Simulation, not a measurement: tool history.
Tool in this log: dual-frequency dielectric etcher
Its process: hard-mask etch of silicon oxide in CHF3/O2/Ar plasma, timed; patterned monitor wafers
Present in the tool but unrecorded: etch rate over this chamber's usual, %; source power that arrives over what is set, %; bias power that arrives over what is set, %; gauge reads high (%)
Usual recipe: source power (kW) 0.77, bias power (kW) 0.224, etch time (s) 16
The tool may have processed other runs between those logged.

| run | hour | source power (kW) | bias power (kW) | etch time (s) | wafers since the last listed run | hours since the last wet clean | hours since the last source power generator calibration | hours since the last bias power generator calibration | hours since the last upper electrode change | hours since the gauge calibration | read-back reference wafer on the same gauge, depth_nm | mean etch depth across the wafer (Å) |
|---|---|---|---|---|---|---|---|---|---|---|---|---|
| 1 | 0 | 0.77 | 0.224 | 16 | 0 | 0.5 | 3389.5 | 2842.1 | 6.7 | 2643.6 | 31.23 | 350.2 |
| 2 | 74 | 0.77 | 0.224 | 16 | 1141 | 74.5 | 3463.5 | 2916.1 | 80.7 | 2717.6 | 31.29 | 351.1 |
| 3 | 177.7 | 0.77 | 0.224 | 16 | 1599 | 178.2 | 3567.2 | 3019.8 | 184.4 | 2821.3 | 31.31 | 354.3 |
| 4 | 251.1 | 0.77 | 0.259 | 16 | 1132 | 251.6 | 3640.6 | 3093.2 | 257.8 | 2894.7 | 31.26 | 382.9 |
| 5 | 317.4 | 0.77 | 0.259 | 16 | 1022 | 317.9 | 3706.9 | 3159.5 | 324.1 | 2961 | 31.29 | 387.1 |
|  | 351 | gauge calibrated |
| 6 | 401.8 | 0.6 | 0.25 | 18 | 1302 | 402.3 | 3791.3 | 3243.9 | 408.5 | 50.8 | 31.37 | 393.2 |
| 7 | 493.3 | 0.77 | 0.251 | 16 | 1411 | 493.8 | 3882.8 | 3335.4 | 500 | 142.3 | 31.22 | 382.7 |
| 8 | 544.5 | 0.77 | 0.224 | 16 | 789 | 545 | 3934 | 3386.6 | 551.2 | 193.5 | 31.27 | 359.7 |
| 9 | 635.4 | 0.85 | 0.264 | 11 | 1402 | 635.9 | 4024.9 | 3477.5 | 642.1 | 284.4 | 31.33 | 280.7 |
| 10 | 692.1 | 0.77 | 0.181 | 14.5 | 874 | 692.6 | 4081.6 | 3534.2 | 698.8 | 341.1 | 31.32 | 292.6 |
|  | 776.9 | wet clean of the chamber |
| 11 | 798.9 | 0.77 | 0.24 | 20.5 | 1277 | 22 | 4188.4 | 3641 | 805.6 | 447.9 | 31.38 | 461 |
| 12 | 852.1 | 0.77 | 0.247 | 17.5 | 820 | 75.2 | 4241.6 | 3694.2 | 858.8 | 501.1 | 31.29 | 403.7 |
| 13 | 906.4 | 0.77 | 0.224 | 16 | 837 | 129.5 | 4295.9 | 3748.5 | 913.1 | 555.4 | 31.32 | 348.3 |
| 14 | 996.5 | 0.69 | 0.224 | 16 | 1390 | 219.6 | 4386 | 3838.6 | 1003.2 | 645.5 | 31.32 | 337.7 |
|  | 1030 | source power generator calibrated |
| 15 | 1096.8 | 0.88 | 0.224 | 16 | 1485 | 319.9 | 66.8 | 3938.9 | 1103.5 | 745.8 | 31.3 | 367.7 |
| 16 | 1157.5 | 0.77 | 0.224 | 16 | 936 | 380.6 | 127.5 | 3999.6 | 1164.2 | 806.5 | 31.33 | 356.3 |
|  | 1237.1 | bias power generator calibrated |
| 17 | 1263.3 | 0.62 | 0.24 | 18.5 | 1570 | 486.4 | 233.3 | 26.2 | 1270 | 912.3 | 31.29 | 415.8 |
| 18 | 1310.7 | 0.64 | 0.256 | 14 | 731 | 533.8 | 280.7 | 73.6 | 1317.4 | 959.7 | 31.33 | 324.7 |
| 19 | 1347 | 0.71 | 0.241 | 16 | 560 | 570.1 | 317 | 109.9 | 1353.7 | 996 | 31.31 | 375.7 |
|  | 1572.1 | wet clean of the chamber |
| 20 | 1623.9 | 0.77 | 0.254 | 18.5 | 3901 | 51.8 | 593.9 | 386.8 | 1630.6 | 1272.9 | 31.32 | 444.3 |
| 21 | 1726.6 | 0.64 | 0.279 | 21 | 1584 | 154.5 | 696.6 | 489.5 | 1733.3 | 1375.6 | 31.36 | 500.8 |
| 22 | 1811.2 | 0.77 | 0.172 | 13.5 | 1305 | 239.1 | 781.2 | 574.1 | 1817.9 | 1460.2 | 31.22 | 265 |
| 23 | 2082.2 | 0.77 | 0.224 | 17.5 | 4181 | 510.1 | 1052.2 | 845.1 | 2088.9 | 1731.2 | 31.4 | 401.1 |
| 24 | 2177.2 | 0.6 | 0.262 | 16 | 1465 | 605.1 | 1147.2 | 940.1 | 2183.9 | 1826.2 | 31.31 | 375.3 |
| 25 | 2233.9 | 0.71 | 0.188 | 14.5 | 874 | 661.8 | 1203.9 | 996.8 | 2240.6 | 1882.9 | 31.34 | 298.3 |
|  | 2337.1 | wet clean of the chamber |
| 26 | 2338.6 | 0.77 | 0.178 | 20.5 | 1245 | 1.5 | 1308.6 | 1101.5 | 2345.3 | 1987.6 | 31.21 | 403.8 |
| 27 | 2425 | 0.77 | 0.224 | 16 | 1333 | 87.9 | 1395 | 1187.9 | 2431.7 | 2074 | 31.27 | 355.6 |
| 28 | 2478.5 | 0.77 | 0.224 | 13.5 | 825 | 141.4 | 1448.5 | 1241.4 | 2485.2 | 2127.5 | 31.3 | 302.1 |

Hidden state, per run?
source power that arrives over what is set, %: 0, the same for each run
gauge reads high (%): 0, the same for each run
H1: etch rate over this chamber's usual, %
H2: bias power that arrives over what is set, %
| run | H1 | H2 |
|---|---|---|
| 1 | 0.168 | -3.46 |
| 2 | 0.675 | -3.62 |
| 3 | 1.39 | -3.86 |
| 4 | 1.89 | -4.03 |
| 5 | 2.34 | -4.18 |
| 6 | 2.92 | -4.39 |
| 7 | 3.55 | -4.61 |
| 8 | 3.9 | -4.74 |
| 9 | 4.52 | -4.98 |
| 10 | 4.91 | -5.13 |
| 11 | 0.196 | -5.42 |
| 12 | 0.56 | -5.57 |
| 13 | 0.932 | -5.72 |
| 14 | 1.55 | -5.98 |
| 15 | 2.24 | -6.27 |
| 16 | 2.65 | -6.45 |
| 17 | 3.38 | -0.234 |
| 18 | 3.7 | -0.236 |
| 19 | 3.95 | -0.239 |
| 20 | 0.422 | -0.29 |
| 21 | 1.13 | -0.324 |
| 22 | 1.71 | -0.358 |
| 23 | 3.56 | -0.503 |
| 24 | 4.21 | -0.567 |
| 25 | 4.6 | -0.609 |
| 26 | 0.0319 | -0.692 |
| 27 | 0.624 | -0.766 |
| 28 | 0.99 | -0.815 |
